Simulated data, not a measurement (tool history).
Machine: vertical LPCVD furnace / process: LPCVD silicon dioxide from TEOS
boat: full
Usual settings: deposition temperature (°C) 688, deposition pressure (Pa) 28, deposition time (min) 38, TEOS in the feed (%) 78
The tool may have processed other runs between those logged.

run,day,deposition temperature (°C),deposition pressure (Pa),deposition time (min),TEOS in the feed (%),wafers since the last listed run,hours since the last temperature calibration,hours since the pressure gauge was zeroed,hours since the TEOS flow controller was replaced,hours since the gauge calibration,"read-back reference wafer on the same gauge, thickness",film thickness on the monitor wafer in the middle of the boat (angstrom)
1,0,688,28,38,90,0,2510.9,3344.2,6253.3,362.5,202.08,2265.9
2,0.592,688,28,31,78,220,2525.1,3358.4,6267.5,376.7,202.21,1722.1
3,1.704,688,28,31,78,414,2551.8,3385.1,6294.2,403.4,202.14,1738.1
4,3.183,688,22.7,38,90,551,2587.3,3420.6,6329.7,438.9,202.35,2039.7
5,3.696,688,28,38,78,191,2599.6,3432.9,6342,451.2,202.38,2109.5
6,4.962,688,28,38,78,472,2630,3463.3,6372.4,481.6,201.96,2108.3
7,5.75,688,28,38,78,293,2648.9,3482.2,6391.3,500.5,201.84,2117.3
8,6.554,688,24.7,38,78,299,2668.2,3501.5,6410.6,519.8,201.87,1992.9
9,7.717,688,24.7,38,78,433,2696.1,3529.4,6438.5,547.7,202.33,1980.3
10,8.6,688,24.7,38,78,329,2717.3,3550.6,6459.7,568.9,202.07,1995.9
11,10.362,688,28,46,85,656,2759.6,3592.9,6502,611.2,202.1,2674.6
12,11.788,688,28,38,78,531,2793.8,3627.1,6536.2,645.4,201.84,2118.4
13,13.075,688,28,38,78,479,2824.7,3658,6567.1,676.3,201.71,2115.2
# day 14.117: thermocouples replaced and temperature profile calibrated
14,17.154,688,28,38,78,1147,72.9,3755.9,6665,774.2,202,1915.1
15,18.162,694,28,38,78,375,97.1,3780.1,6689.2,798.4,201.79,2232.8
16,19.171,688,24,38,65,375,121.3,3804.3,6713.4,822.6,202.07,1638.9
# day 20.9: TEOS flow controller replaced
17,20.921,699,31.3,29.5,78,279,163.3,3846.3,0.5,864.6,201.97,2063.1
18,23.692,696,28,38,91,1032,229.8,3912.8,67,931.1,202.21,2563.1
19,24.717,688,28,30,63,382,254.4,3937.4,91.6,955.7,201.68,1376.7
# day 25.071: gauge calibrated
20,25.221,694,32.7,32,93,187,266.5,3949.5,103.7,3.6,202.07,2243.3
21,25.883,688,28,38,78,246,282.4,3965.4,119.6,19.5,202.13,1963.6
22,27.196,688,28,38,78,489,313.9,3996.9,151.1,51,202.17,1960.8
# day 28.779: pressure gauge zeroed
23,28.8,688,26,49.5,78,225,352.4,0.5,189.6,89.5,201.56,2464.7
24,29.717,694,24,50,65,341,374.4,22.5,211.6,111.5,202.49,2520.8
25,30.904,681,28,38,93,442,402.9,51,240.1,140,202.02,1834.5
26,32.008,695,23.3,38,78,411,429.4,77.5,266.6,166.5,201.75,2134.8
27,34.225,699,28,49.5,78,826,482.6,130.7,319.8,219.7,201.88,3350.4
28,34.783,688,28,38,78,208,496,144.1,333.2,233.1,202.19,1979.3
29,35.662,688,28,38,78,327,517.1,165.2,354.3,254.2,201.91,1999.5
30,36.833,688,22.7,49,78,436,545.2,193.3,382.4,282.3,201.87,2319

For each entry between runs, how does the tool's hidden state at the last listed run before it compare with that at the first listed run after it?
Between runs 13 and 14: thermocouples replaced and temperature profile calibrated (day 14.117)
  true tube temperature minus thermocouple reading, K: 4.35 -> 0.35
  measured minus no-state result, film thickness on the monitor wafer in the middle of the boat (angstrom): +207.5 -> +15.9
Between runs 16 and 17: TEOS flow controller replaced (day 20.9)
  true tube temperature minus thermocouple reading, K: 0.528 -> 0.676
  measured minus no-state result, film thickness on the monitor wafer in the middle of the boat (angstrom): +20.5 -> +32.3
Between runs 19 and 20: gauge calibrated (day 25.071)
  true tube temperature minus thermocouple reading, K: 0.977 -> 1.02
  measured minus no-state result, film thickness on the monitor wafer in the middle of the boat (angstrom): +31.7 -> +53
Between runs 22 and 23: pressure gauge zeroed (day 28.779)
  true tube temperature minus thermocouple reading, K: 1.16 -> 1.27
  measured minus no-state result, film thickness on the monitor wafer in the middle of the boat (angstrom): +53.5 -> +73.6
